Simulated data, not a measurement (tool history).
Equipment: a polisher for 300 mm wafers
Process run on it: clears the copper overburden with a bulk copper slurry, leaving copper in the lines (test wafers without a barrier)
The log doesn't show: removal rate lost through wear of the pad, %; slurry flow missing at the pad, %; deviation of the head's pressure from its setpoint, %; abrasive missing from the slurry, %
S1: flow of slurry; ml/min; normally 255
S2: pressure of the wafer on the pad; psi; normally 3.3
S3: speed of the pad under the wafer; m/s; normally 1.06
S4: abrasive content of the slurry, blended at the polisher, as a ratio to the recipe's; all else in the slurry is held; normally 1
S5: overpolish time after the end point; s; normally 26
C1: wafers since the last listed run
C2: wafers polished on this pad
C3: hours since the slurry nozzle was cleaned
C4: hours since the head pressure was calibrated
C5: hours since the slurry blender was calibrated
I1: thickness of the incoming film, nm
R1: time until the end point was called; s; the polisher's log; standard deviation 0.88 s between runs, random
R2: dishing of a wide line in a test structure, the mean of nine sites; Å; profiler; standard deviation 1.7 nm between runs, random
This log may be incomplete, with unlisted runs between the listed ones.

| run | hour | S1 | S2 | S3 | S4 | S5 | C1 | C2 | C3 | C4 | C5 | I1 | R1 | R2 |
|---|---|---|---|---|---|---|---|---|---|---|---|---|---|---|
| 1 | 0 | 255 | 3.3 | 1.06 | 1 | 26 | 0 | 351 | 628.5 | 333.3 | 282.3 | 886.5 | 80.1 | 809 |
|  | 11.2 | slurry nozzle cleaned |
| 2 | 25.9 | 255 | 3.3 | 1.06 | 1 | 26 | 211 | 563 | 14.7 | 359.2 | 308.2 | 882.2 | 81.7 | 812 |
| 3 | 61.9 | 255 | 3.3 | 1.06 | 1 | 26 | 305 | 868 | 50.7 | 395.2 | 344.2 | 885.9 | 82.7 | 796 |
| 4 | 75 | 255 | 3.3 | 1.06 | 1 | 26 | 111 | 980 | 63.8 | 408.3 | 357.3 | 903.3 | 86.3 | 788 |
| 5 | 89 | 255 | 3.3 | 0.86 | 1 | 26 | 118 | 1099 | 77.8 | 422.3 | 371.3 | 896 | 105.7 | 740 |
|  | 101 | slurry blender recalibrated |
| 6 | 107 | 255 | 3.3 | 1.06 | 1 | 26 | 135 | 1235 | 95.8 | 440.3 | 6 | 887.7 | 74.2 | 817 |
|  | 117.9 | head pressure recalibrated |
| 7 | 204.5 | 255 | 3.3 | 1.06 | 1 | 26 | 811 | 2046 | 193.3 | 86.6 | 103.5 | 902.8 | 79.1 | 775 |
| 8 | 235.6 | 170 | 3.3 | 1.06 | 1 | 26 | 264 | 2310 | 224.4 | 117.7 | 134.6 | 892.2 | 83.9 | 798 |
|  | 252.4 | worn pad replaced by a new one |
| 9 | 262.6 | 255 | 3.3 | 1.06 | 1 | 20 | 195 | 86 | 251.4 | 144.7 | 161.6 | 900.9 | 79.2 | 772 |
| 10 | 296.3 | 255 | 3.3 | 1.28 | 1 | 26 | 286 | 373 | 285.1 | 178.4 | 195.3 | 902.5 | 64.9 | 814 |
| 11 | 325.1 | 345 | 3.3 | 0.76 | 1 | 26 | 244 | 617 | 313.9 | 207.2 | 224.1 | 895.3 | 105.9 | 746 |
| 12 | 337.1 | 255 | 3.3 | 1.06 | 1 | 26 | 101 | 719 | 325.9 | 219.2 | 236.1 | 890.5 | 79.9 | 797 |
| 13 | 356.7 | 255 | 2.6 | 1.06 | 1 | 33 | 166 | 886 | 345.5 | 238.8 | 255.7 | 892.1 | 99.6 | 771 |
| 14 | 375.5 | 315 | 3 | 0.72 | 1 | 26 | 159 | 1046 | 364.3 | 257.6 | 274.5 | 880.6 | 128.4 | 720 |
| 15 | 392.4 | 200 | 2.2 | 1.06 | 1.1 | 11 | 143 | 1189 | 381.2 | 274.5 | 291.4 | 897.4 | 117.8 | 467 |
| 16 | 418.5 | 255 | 3.3 | 1.06 | 1 | 26 | 221 | 1411 | 407.3 | 300.6 | 317.5 | 886.6 | 83.3 | 769 |
| 17 | 435 | 255 | 3.3 | 1.06 | 1.15 | 11 | 140 | 1551 | 423.8 | 317.1 | 334 | 888.2 | 76.8 | 606 |
| 18 | 452.8 | 310 | 3.3 | 1.2 | 0.85 | 14 | 151 | 1702 | 441.6 | 334.9 | 351.8 | 895.2 | 78 | 704 |
| 19 | 488.8 | 305 | 3.3 | 1.06 | 1 | 26 | 305 | 2008 | 477.6 | 370.9 | 387.8 | 895 | 83.3 | 793 |
|  | 495.1 | slurry blender recalibrated |
| 20 | 511.9 | 255 | 3.3 | 0.82 | 0.75 | 26 | 179 | 2187 | 500.7 | 394 | 16.8 | 895.3 | 111.2 | 776 |
|  | 517.5 | worn pad replaced by a new one |
| 21 | 532.1 | 255 | 3.3 | 1.2 | 1 | 33 | 137 | 123 | 520.9 | 414.2 | 37 | 898.6 | 67.7 | 804 |
| 22 | 553.1 | 220 | 3.3 | 0.94 | 1 | 26 | 178 | 302 | 541.9 | 435.2 | 58 | 896.2 | 87.7 | 822 |
|  | 556.1 | head pressure recalibrated |
| 23 | 633.8 | 255 | 4 | 1.06 | 1 | 30 | 668 | 970 | 622.6 | 77.7 | 138.7 | 893.9 | 66.8 | 844 |
|  | 635.9 | slurry nozzle cleaned |
| 24 | 650.3 | 255 | 3.3 | 1.06 | 1 | 26 | 131 | 1102 | 14.4 | 94.2 | 155.2 | 894.9 | 79.3 | 805 |
| 25 | 682 | 315 | 3.3 | 1.06 | 1 | 26 | 269 | 1371 | 46.1 | 125.9 | 186.9 | 906.6 | 79.6 | 830 |
| 26 | 696.6 | 255 | 4 | 1.06 | 1 | 30 | 124 | 1495 | 60.7 | 140.5 | 201.5 | 883.3 | 66.1 | 849 |
| 27 | 714.7 | 255 | 3.3 | 1.28 | 0.7 | 26 | 153 | 1649 | 78.8 | 158.6 | 219.6 | 894.4 | 77.4 | 816 |
| 28 | 728.9 | 255 | 2.5 | 1.26 | 0.8 | 26 | 120 | 1770 | 93 | 172.8 | 233.8 | 898.3 | 95.1 | 761 |

Below are 4 alternative next runs, each starting from the tool's condition after run 28. Predict each:
| A | 729.4 | 255 | 3.7 | 1.06 | 1 | 26 | 4 | 1774 | 93.5 | 173.3 | 234.3 | 883 | ? | ? |
| B | 729.4 | 200 | 3.3 | 1.06 | 1 | 26 | 4 | 1774 | 93.5 | 173.3 | 234.3 | 883 | ? | ? |
| C | 729.4 | 185 | 3.3 | 0.82 | 1.25 | 26 | 4 | 1774 | 93.5 | 173.3 | 234.3 | 883 | ? | ? |
| D | 729.4 | 255 | 3.3 | 1.06 | 1.3 | 26 | 4 | 1774 | 93.5 | 173.3 | 234.3 | 883 | ? | ? |

| run | R1 | R2 |
|---|---|---|
| A | 72.9 | 831 |
| B | 83.7 | 803 |
| C | 101.7 | 770 |
| D | 74.3 | 818 |
What these runs would have given with no unlogged condition in the tool:
| run | R1 | R2 |
|---|---|---|
| A | 67.8 | 839 |
| B | 77.8 | 812 |
| C | 94.3 | 784 |
| D | 68.8 | 825 |
